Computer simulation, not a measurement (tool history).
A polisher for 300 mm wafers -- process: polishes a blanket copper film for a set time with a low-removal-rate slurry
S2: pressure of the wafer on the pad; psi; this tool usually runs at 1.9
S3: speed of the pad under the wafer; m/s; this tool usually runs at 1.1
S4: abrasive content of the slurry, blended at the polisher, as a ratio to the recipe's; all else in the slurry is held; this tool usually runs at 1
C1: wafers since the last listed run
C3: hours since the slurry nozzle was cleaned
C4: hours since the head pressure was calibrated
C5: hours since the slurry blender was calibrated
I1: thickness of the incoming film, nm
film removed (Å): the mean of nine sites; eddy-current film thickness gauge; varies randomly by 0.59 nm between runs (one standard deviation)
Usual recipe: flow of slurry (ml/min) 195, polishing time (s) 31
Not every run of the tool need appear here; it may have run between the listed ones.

{"run": 1, "hour": 0.0, "flow of slurry (ml/min)": 195, "S2": 1.9, "S3": 1.1, "S4": 1, "polishing time (s)": 31, "C1": 0, "wafers polished on this pad": 903, "C3": 117.9, "C4": 699.1, "C5": 125.1, "I1": 1459.1, "film removed (Å)": 439}
{"run": 2, "hour": 7.6, "flow of slurry (ml/min)": 195, "S2": 1.9, "S3": 1.1, "S4": 1, "polishing time (s)": 31, "C1": 70, "wafers polished on this pad": 973, "C3": 125.5, "C4": 706.7, "C5": 132.7, "I1": 1465.8, "film removed (Å)": 441}
{"hour": 21.9, "done": "worn pad replaced by a new one"}
{"run": 3, "hour": 25.3, "flow of slurry (ml/min)": 220, "S2": 1.9, "S3": 1.1, "S4": 1.2, "polishing time (s)": 31, "C1": 126, "wafers polished on this pad": 31, "C3": 143.2, "C4": 724.4, "C5": 150.4, "I1": 1437.8, "film removed (Å)": 500}
{"run": 4, "hour": 32.1, "flow of slurry (ml/min)": 195, "S2": 1.9, "S3": 1.1, "S4": 1, "polishing time (s)": 31, "C1": 62, "wafers polished on this pad": 93, "C3": 150, "C4": 731.2, "C5": 157.2, "I1": 1445.4, "film removed (Å)": 477}
{"run": 5, "hour": 48.9, "flow of slurry (ml/min)": 195, "S2": 1.9, "S3": 1.1, "S4": 1, "polishing time (s)": 31, "C1": 155, "wafers polished on this pad": 248, "C3": 166.8, "C4": 748, "C5": 174, "I1": 1451.4, "film removed (Å)": 461}
{"run": 6, "hour": 65.5, "flow of slurry (ml/min)": 195, "S2": 1.9, "S3": 1.1, "S4": 1, "polishing time (s)": 31, "C1": 153, "wafers polished on this pad": 402, "C3": 183.4, "C4": 764.6, "C5": 190.6, "I1": 1462.2, "film removed (Å)": 446}
{"run": 7, "hour": 75.6, "flow of slurry (ml/min)": 195, "S2": 2, "S3": 1.1, "S4": 1, "polishing time (s)": 31, "C1": 93, "wafers polished on this pad": 495, "C3": 193.5, "C4": 774.7, "C5": 200.7, "I1": 1427.3, "film removed (Å)": 470}
{"run": 8, "hour": 91.5, "flow of slurry (ml/min)": 195, "S2": 2, "S3": 1.1, "S4": 1, "polishing time (s)": 31, "C1": 146, "wafers polished on this pad": 642, "C3": 209.4, "C4": 790.6, "C5": 216.6, "I1": 1445.3, "film removed (Å)": 467}
{"run": 9, "hour": 108.6, "flow of slurry (ml/min)": 195, "S2": 2, "S3": 1.1, "S4": 1, "polishing time (s)": 31, "C1": 157, "wafers polished on this pad": 800, "C3": 226.5, "C4": 807.7, "C5": 233.7, "I1": 1462.6, "film removed (Å)": 459}
{"run": 10, "hour": 116.2, "flow of slurry (ml/min)": 195, "S2": 1.9, "S3": 1.1, "S4": 1, "polishing time (s)": 31, "C1": 70, "wafers polished on this pad": 870, "C3": 234.1, "C4": 815.3, "C5": 241.3, "I1": 1443.2, "film removed (Å)": 436}
{"hour": 127.6, "done": "worn pad replaced by a new one"}
{"run": 11, "hour": 161.6, "flow of slurry (ml/min)": 195, "S2": 1.9, "S3": 1.1, "S4": 1, "polishing time (s)": 31, "C1": 382, "wafers polished on this pad": 313, "C3": 279.5, "C4": 860.7, "C5": 286.7, "I1": 1430.3, "film removed (Å)": 458}
{"run": 12, "hour": 171.0, "flow of slurry (ml/min)": 195, "S2": 1.9, "S3": 1.1, "S4": 1, "polishing time (s)": 31, "C1": 86, "wafers polished on this pad": 400, "C3": 288.9, "C4": 870.1, "C5": 296.1, "I1": 1451.6, "film removed (Å)": 446}
{"run": 13, "hour": 188.9, "flow of slurry (ml/min)": 195, "S2": 1.9, "S3": 1.1, "S4": 1, "polishing time (s)": 31, "C1": 165, "wafers polished on this pad": 566, "C3": 306.8, "C4": 888, "C5": 314, "I1": 1453, "film removed (Å)": 442}
{"hour": 193.0, "done": "slurry blender recalibrated"}
{"run": 14, "hour": 202.7, "flow of slurry (ml/min)": 130, "S2": 1.9, "S3": 1.1, "S4": 0.85, "polishing time (s)": 31, "C1": 108, "wafers polished on this pad": 674, "C3": 320.6, "C4": 901.8, "C5": 9.7, "I1": 1477.6, "film removed (Å)": 394}
{"run": 15, "hour": 210.2, "flow of slurry (ml/min)": 195, "S2": 1.9, "S3": 1.44, "S4": 1, "polishing time (s)": 31, "C1": 69, "wafers polished on this pad": 744, "C3": 328.1, "C4": 909.3, "C5": 17.2, "I1": 1462.8, "film removed (Å)": 563}
{"hour": 217.3, "done": "slurry nozzle cleaned"}
{"run": 16, "hour": 225.9, "flow of slurry (ml/min)": 195, "S2": 1.9, "S3": 1.1, "S4": 1, "polishing time (s)": 31, "C1": 135, "wafers polished on this pad": 879, "C3": 8.6, "C4": 925, "C5": 32.9, "I1": 1478, "film removed (Å)": 442}
{"run": 17, "hour": 242.0, "flow of slurry (ml/min)": 135, "S2": 2.3, "S3": 0.94, "S4": 1, "polishing time (s)": 37, "C1": 148, "wafers polished on this pad": 1028, "C3": 24.7, "C4": 941.1, "C5": 49, "I1": 1460.8, "film removed (Å)": 517}
{"hour": 250.7, "done": "worn pad replaced by a new one"}
{"run": 18, "hour": 251.2, "flow of slurry (ml/min)": 230, "S2": 1.9, "S3": 1.1, "S4": 1, "polishing time (s)": 31, "C1": 48, "wafers polished on this pad": 4, "C3": 33.9, "C4": 950.3, "C5": 58.2, "I1": 1458.6, "film removed (Å)": 485}
{"run": 19, "hour": 267.5, "flow of slurry (ml/min)": 195, "S2": 1.9, "S3": 1.1, "S4": 1, "polishing time (s)": 31, "C1": 150, "wafers polished on this pad": 154, "C3": 50.2, "C4": 966.6, "C5": 74.5, "I1": 1428.3, "film removed (Å)": 451}
{"hour": 270.8, "done": "head pressure recalibrated"}
{"run": 20, "hour": 279.9, "flow of slurry (ml/min)": 195, "S2": 1.9, "S3": 1.1, "S4": 1, "polishing time (s)": 31, "C1": 96, "wafers polished on this pad": 250, "C3": 62.6, "C4": 9.1, "C5": 86.9, "I1": 1426.9, "film removed (Å)": 524}
{"run": 21, "hour": 296.6, "flow of slurry (ml/min)": 195, "S2": 1.5, "S3": 1.1, "S4": 1, "polishing time (s)": 37, "C1": 154, "wafers polished on this pad": 404, "C3": 79.3, "C4": 25.8, "C5": 103.6, "I1": 1474.8, "film removed (Å)": 491}
{"run": 22, "hour": 306.7, "flow of slurry (ml/min)": 195, "S2": 1.9, "S3": 0.8, "S4": 1, "polishing time (s)": 25, "C1": 93, "wafers polished on this pad": 498, "C3": 89.4, "C4": 35.9, "C5": 113.7, "I1": 1465.7, "film removed (Å)": 316}
{"run": 23, "hour": 314.3, "flow of slurry (ml/min)": 195, "S2": 1.4, "S3": 1.1, "S4": 1.25, "polishing time (s)": 31, "C1": 70, "wafers polished on this pad": 568, "C3": 97, "C4": 43.5, "C5": 121.3, "I1": 1448.7, "film removed (Å)": 395}
{"run": 24, "hour": 324.4, "flow of slurry (ml/min)": 195, "S2": 1.9, "S3": 1.28, "S4": 1, "polishing time (s)": 31, "C1": 93, "wafers polished on this pad": 661, "C3": 107.1, "C4": 53.6, "C5": 131.4, "I1": 1428.8, "film removed (Å)": 581}
{"run": 25, "hour": 336.0, "flow of slurry (ml/min)": 195, "S2": 1.9, "S3": 1.1, "S4": 1, "polishing time (s)": 21, "C1": 107, "wafers polished on this pad": 768, "C3": 118.7, "C4": 65.2, "C5": 143, "I1": 1453.3, "film removed (Å)": 344}
{"run": 26, "hour": 348.8, "flow of slurry (ml/min)": 225, "S2": 2.5, "S3": 1.1, "S4": 1.15, "polishing time (s)": 38, "C1": 118, "wafers polished on this pad": 886, "C3": 131.5, "C4": 78, "C5": 155.8, "I1": 1438.6, "film removed (Å)": 858}
{"hour": 353.1, "done": "worn pad replaced by a new one"}
{"run": 27, "hour": 364.2, "flow of slurry (ml/min)": 195, "S2": 1.9, "S3": 1.1, "S4": 1, "polishing time (s)": 31, "C1": 105, "wafers polished on this pad": 102, "C3": 146.9, "C4": 93.4, "C5": 171.2, "I1": 1474, "film removed (Å)": 518}
{"run": 28, "hour": 412.0, "flow of slurry (ml/min)": 195, "S2": 1.9, "S3": 1.1, "S4": 1, "polishing time (s)": 31, "C1": 441, "wafers polished on this pad": 543, "C3": 194.7, "C4": 141.2, "C5": 219, "I1": 1459.5, "film removed (Å)": 499}
{"run": 29, "hour": 418.4, "flow of slurry (ml/min)": 195, "S2": 1.9, "S3": 1.1, "S4": 1, "polishing time (s)": 31, "C1": 59, "wafers polished on this pad": 603, "C3": 201.1, "C4": 147.6, "C5": 225.4, "I1": 1461.9, "film removed (Å)": 494}

5 ways to go on from here, each from the tool as it stands after run 29. What would each give?
{"run": "A", "hour": 418.8, "flow of slurry (ml/min)": 195, "S2": 2.3, "S3": 1.1, "S4": 1, "polishing time (s)": 31, "C1": 3, "wafers polished on this pad": 606, "C3": 201.5, "C4": 148, "C5": 225.8, "I1": 1457.4, "film removed (Å)": "?"}
{"run": "B", "hour": 418.8, "flow of slurry (ml/min)": 145, "S2": 1.9, "S3": 0.98, "S4": 0.75, "polishing time (s)": 25, "C1": 3, "wafers polished on this pad": 606, "C3": 201.5, "C4": 148, "C5": 225.8, "I1": 1457.4, "film removed (Å)": "?"}
{"run": "C", "hour": 418.8, "flow of slurry (ml/min)": 195, "S2": 1.9, "S3": 0.9, "S4": 1.2, "polishing time (s)": 31, "C1": 3, "wafers polished on this pad": 606, "C3": 201.5, "C4": 148, "C5": 225.8, "I1": 1457.4, "film removed (Å)": "?"}
{"run": "D", "hour": 418.8, "flow of slurry (ml/min)": 245, "S2": 1.2, "S3": 1.26, "S4": 1, "polishing time (s)": 26, "C1": 3, "wafers polished on this pad": 606, "C3": 201.5, "C4": 148, "C5": 225.8, "I1": 1457.4, "film removed (Å)": "?"}
{"run": "E", "hour": 418.8, "flow of slurry (ml/min)": 195, "S2": 1.6, "S3": 1.4, "S4": 1, "polishing time (s)": 22, "C1": 3, "wafers polished on this pad": 606, "C3": 201.5, "C4": 148, "C5": 225.8, "I1": 1457.4, "film removed (Å)": "?"}

run=A film_removed_(Å)=589
run=B film_removed_(Å)=319
run=C film_removed_(Å)=423
run=D film_removed_(Å)=300
run=E film_removed_(Å)=362
With the hidden condition removed and each run's random variation left untouched, the same runs would have given:
run=A film_removed_(Å)=657
run=B film_removed_(Å)=355
run=C film_removed_(Å)=472
run=D film_removed_(Å)=335
run=E film_removed_(Å)=403
